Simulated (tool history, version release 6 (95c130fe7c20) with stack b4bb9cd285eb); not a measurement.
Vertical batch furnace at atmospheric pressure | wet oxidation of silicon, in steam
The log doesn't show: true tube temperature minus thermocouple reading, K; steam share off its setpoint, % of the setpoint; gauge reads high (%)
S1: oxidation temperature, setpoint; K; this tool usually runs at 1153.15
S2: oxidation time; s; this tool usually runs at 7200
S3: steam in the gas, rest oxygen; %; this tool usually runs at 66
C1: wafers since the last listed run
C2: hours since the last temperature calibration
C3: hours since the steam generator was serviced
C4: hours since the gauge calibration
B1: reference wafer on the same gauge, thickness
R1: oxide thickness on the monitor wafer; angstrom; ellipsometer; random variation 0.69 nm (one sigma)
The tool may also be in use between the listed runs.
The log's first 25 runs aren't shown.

run,hour,S1,S2,S3,C1,C2,C3,C4,B1,R1
26,2211.3,1140.15,7200,76,1085,723.6,1340,989.5,178.01,1797.5
27,2281.5,1153.15,7200,70,826,793.8,1410.2,1059.7,178,1970.5
28,2389.5,1175.15,5400,72,1271,901.8,1518.2,1167.7,177.99,2114.4
29,2468.5,1153.15,7200,66,929,980.8,1597.2,1246.7,177.97,1892.1
30,2544.6,1175.15,4110,66,895,1056.9,1673.3,1322.8,178.03,1632.3
31,2607.9,1128.15,5310,56,745,1120.2,1736.6,1386.1,177.88,1047.4
32,2669.2,1153.15,9510,74,721,1181.5,1797.9,1447.4,178.01,2528.5
33,2771.6,1142.15,7200,77,1205,1283.9,1900.3,1549.8,178.02,1842.9
34,2860.1,1145.15,7200,55,1041,1372.4,1988.8,1638.3,177.91,1522.4

Branching from run 34: 5 alternative next runs. What would each branch give?
A,2865.7,1153.15,9030,66,65,1378,1994.4,1643.9,?,?
B,2865.7,1133.15,9900,72,65,1378,1994.4,1643.9,?,?
C,2865.7,1136.15,7200,63,65,1378,1994.4,1643.9,?,?
D,2865.7,1135.15,7200,66,65,1378,1994.4,1643.9,?,?
E,2865.7,1174.15,7200,75,65,1378,1994.4,1643.9,?,?

run,B1,R1
A,177.99,2220.3
B,177.99,1980.7
C,177.99,1490.6
D,177.99,1520.8
E,177.99,2628.4
Without the tool's hidden state the same runs would have given:
run,R1
A,2264.8
B,2020.3
C,1518.4
D,1549.2
E,2680.7

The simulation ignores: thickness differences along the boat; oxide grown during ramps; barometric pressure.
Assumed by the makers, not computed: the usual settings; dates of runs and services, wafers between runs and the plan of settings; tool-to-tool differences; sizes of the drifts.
